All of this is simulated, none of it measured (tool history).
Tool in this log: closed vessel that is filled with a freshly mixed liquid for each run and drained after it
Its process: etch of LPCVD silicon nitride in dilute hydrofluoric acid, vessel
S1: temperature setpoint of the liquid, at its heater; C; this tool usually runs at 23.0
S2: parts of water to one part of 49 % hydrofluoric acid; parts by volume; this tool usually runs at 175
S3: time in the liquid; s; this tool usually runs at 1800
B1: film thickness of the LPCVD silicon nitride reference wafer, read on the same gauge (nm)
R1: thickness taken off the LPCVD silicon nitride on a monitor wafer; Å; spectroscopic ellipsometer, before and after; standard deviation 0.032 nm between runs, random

{"run": 1, "hour": 0.0, "S1": 23.0, "S2": 175, "S3": 1800, "B1": 39.997, "R1": 40.23}
{"run": 2, "hour": 42.0, "S1": 23.0, "S2": 145, "S3": 1800, "B1": 40.008, "R1": 47.35}
{"run": 3, "hour": 87.1, "S1": 23.0, "S2": 145, "S3": 1800, "B1": 40.0, "R1": 47.58}
{"run": 4, "hour": 176.7, "S1": 23.0, "S2": 145, "S3": 1800, "B1": 40.002, "R1": 47.57}
{"run": 5, "hour": 244.8, "S1": 23.0, "S2": 175, "S3": 1800, "B1": 39.987, "R1": 39.59}
{"run": 6, "hour": 349.7, "S1": 23.0, "S2": 175, "S3": 1800, "B1": 40.009, "R1": 38.87}
{"run": 7, "hour": 388.0, "S1": 23.0, "S2": 175, "S3": 1800, "B1": 40.004, "R1": 38.78}
{"run": 8, "hour": 473.5, "S1": 23.0, "S2": 175, "S3": 1800, "B1": 40.007, "R1": 38.88}
{"run": 9, "hour": 533.3, "S1": 23.0, "S2": 175, "S3": 1800, "B1": 39.997, "R1": 37.75}
{"run": 10, "hour": 634.5, "S1": 23.0, "S2": 175, "S3": 1800, "B1": 39.982, "R1": 37.35}
{"run": 11, "hour": 674.2, "S1": 23.0, "S2": 175, "S3": 1800, "B1": 39.986, "R1": 37.47}
{"run": 12, "hour": 742.3, "S1": 23.0, "S2": 175, "S3": 1800, "B1": 39.987, "R1": 37.4}
{"run": 13, "hour": 794.9, "S1": 19.0, "S2": 175, "S3": 1800, "B1": 39.993, "R1": 28.54}
{"run": 14, "hour": 868.9, "S1": 19.5, "S2": 255, "S3": 2830, "B1": 40.006, "R1": 34.67}
{"run": 15, "hour": 907.6, "S1": 24.5, "S2": 175, "S3": 1800, "B1": 39.995, "R1": 43.89}
{"run": 16, "hour": 1007.7, "S1": 18.0, "S2": 175, "S3": 1250, "B1": 40.02, "R1": 19.56}
{"run": 17, "hour": 1079.5, "S1": 23.0, "S2": 175, "S3": 1800, "B1": 40.003, "R1": 38.85}
{"run": 18, "hour": 1182.9, "S1": 23.0, "S2": 175, "S3": 1800, "B1": 39.99, "R1": 38.67}
{"run": 19, "hour": 1235.8, "S1": 23.0, "S2": 175, "S3": 2730, "B1": 40.006, "R1": 58.73}
{"run": 20, "hour": 1298.4, "S1": 23.0, "S2": 175, "S3": 1800, "B1": 39.986, "R1": 38.49}
{"run": 21, "hour": 1391.5, "S1": 23.0, "S2": 205, "S3": 2700, "B1": 40.008, "R1": 49.14}
{"run": 22, "hour": 1618.8, "S1": 19.5, "S2": 250, "S3": 1800, "B1": 40.005, "R1": 20.71}
{"run": 23, "hour": 1699.3, "S1": 23.0, "S2": 175, "S3": 2865, "B1": 39.998, "R1": 58.46}
{"run": 24, "hour": 1781.6, "S1": 19.5, "S2": 175, "S3": 1800, "B1": 39.999, "R1": 31.99}
{"run": 25, "hour": 1855.6, "S1": 23.0, "S2": 175, "S3": 1800, "B1": 39.992, "R1": 39.7}
{"run": 26, "hour": 1961.6, "S1": 23.0, "S2": 175, "S3": 1800, "B1": 40.005, "R1": 39.15}
{"run": 27, "hour": 2068.3, "S1": 26.5, "S2": 240, "S3": 2115, "B1": 40.007, "R1": 41.74}
{"run": 28, "hour": 2136.3, "S1": 18.5, "S2": 120, "S3": 1800, "B1": 39.999, "R1": 41.47}
{"run": 29, "hour": 2187.6, "S1": 23.0, "S2": 175, "S3": 970, "B1": 39.997, "R1": 20.81}
{"run": 30, "hour": 2261.8, "S1": 27.0, "S2": 225, "S3": 2630, "B1": 40.025, "R1": 56.32}
{"run": 31, "hour": 2339.3, "S1": 26.0, "S2": 225, "S3": 1800, "B1": 39.996, "R1": 35.81}
{"run": 32, "hour": 2429.5, "S1": 20.0, "S2": 85, "S3": 2615, "B1": 40.008, "R1": 90.22}
{"run": 33, "hour": 2518.5, "S1": 23.0, "S2": 175, "S3": 2180, "B1": 39.995, "R1": 44.96}

The log once held 5 entries between its listed runs, left out of this copy. Where does each go, and what is different about the tool's unlogged condition between the listed run before it and the listed run after it?
After run 9, before run 10: hydrofluoric acid flow meter replaced (hour 552.4)
  liquid colder than its thermometer reads (K): 0.773 -> 0.906
  difference, measured minus the result without the unlogged condition, R1: -1.93 -> -2.26 Å
After run 13, before run 14: thermometer replaced (hour 854.2)
  liquid colder than its thermometer reads (K): 1.12 -> 0.164
  difference, measured minus the result without the unlogged condition, R1: -2.23 -> -0.36 Å
After run 21, before run 22: gauge calibrated (hour 1611.1)
  liquid colder than its thermometer reads (K): 0.852 -> 1.15
  difference, measured minus the result without the unlogged condition, R1: -2.74 -> -1.61 Å
After run 23, before run 24: thermometer replaced (hour 1766.8)
  liquid colder than its thermometer reads (K): 1.26 -> 0.0953
  difference, measured minus the result without the unlogged condition, R1: -4.97 -> -0.21 Å
After run 31, before run 32: hydrofluoric acid flow meter replaced (hour 2398.2)
  liquid colder than its thermometer reads (K): 0.83 -> 0.948
  difference, measured minus the result without the unlogged condition, R1: -1.88 -> -6.08 Å
